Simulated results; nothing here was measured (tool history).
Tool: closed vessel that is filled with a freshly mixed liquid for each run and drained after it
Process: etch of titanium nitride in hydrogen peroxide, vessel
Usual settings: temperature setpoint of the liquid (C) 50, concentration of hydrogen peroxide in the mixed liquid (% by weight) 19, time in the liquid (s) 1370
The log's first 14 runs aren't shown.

| run | hour | temperature setpoint of the liquid (C) | concentration of hydrogen peroxide in the mixed liquid (% by weight) | time in the liquid (s) | read-back film thickness of the titanium nitride reference wafer, read on the same gauge (nm) | thickness taken off the titanium nitride on a monitor wafer (Å) |
|---|---|---|---|---|---|---|
| 15 | 163.5 | 58.5 | 19 | 1810 | 69.98 | 809 |
| 16 | 173.1 | 50 | 15.5 | 1370 | 69.98 | 318.4 |
| 17 | 185 | 45.5 | 14 | 1580 | 70.02 | 256.7 |
| 18 | 201.1 | 58 | 19 | 1370 | 70 | 592.9 |
|  | 216.3 | thermometer replaced |
| 19 | 217.8 | 53.5 | 19 | 2180 | 69.99 | 840.4 |
| 20 | 230.8 | 58 | 19 | 715 | 70.02 | 368.1 |
| 21 | 245.3 | 50 | 19 | 1115 | 70 | 330.1 |
|  | 250.9 | gauge calibrated |
| 22 | 256.5 | 57 | 17.5 | 1785 | 70 | 859.5 |
| 23 | 268.7 | 59.5 | 21.5 | 1015 | 70.01 | 604.2 |
| 24 | 276.6 | 50 | 19 | 1625 | 70 | 483.7 |
| 25 | 287.9 | 50 | 22 | 1080 | 70 | 330.7 |
| 26 | 296.8 | 50 | 17 | 1370 | 70.01 | 393.4 |
| 27 | 313 | 50 | 19 | 1370 | 70.01 | 409.2 |
| 28 | 338.3 | 41.5 | 19 | 655 | 70 | 103 |
| 29 | 346.9 | 50 | 19 | 1370 | 70.01 | 400.5 |
| 30 | 353.1 | 44.5 | 15 | 1370 | 70.02 | 257 |

Forecast each of these 3 alternatives for the next run:
| A | 354.1 | 50 | 19 | 1370 | ? | ? |
| B | 354.1 | 53.5 | 21 | 1100 | ? | ? |
| C | 354.1 | 56.5 | 22 | 2185 | ? | ? |

| run | read-back film thickness of the titanium nitride reference wafer, read on the same gauge (nm) | thickness taken off the titanium nitride on a monitor wafer (Å) |
|---|---|---|
| A | 69.97 | 401.3 |
| B | 69.97 | 423 |
| C | 69.97 | 1047.5 |
Without the tool's hidden state the same runs would have given:
| run | thickness taken off the titanium nitride on a monitor wafer (Å) |
|---|---|
| A | 410.4 |
| B | 432.3 |
| C | 1070.3 |
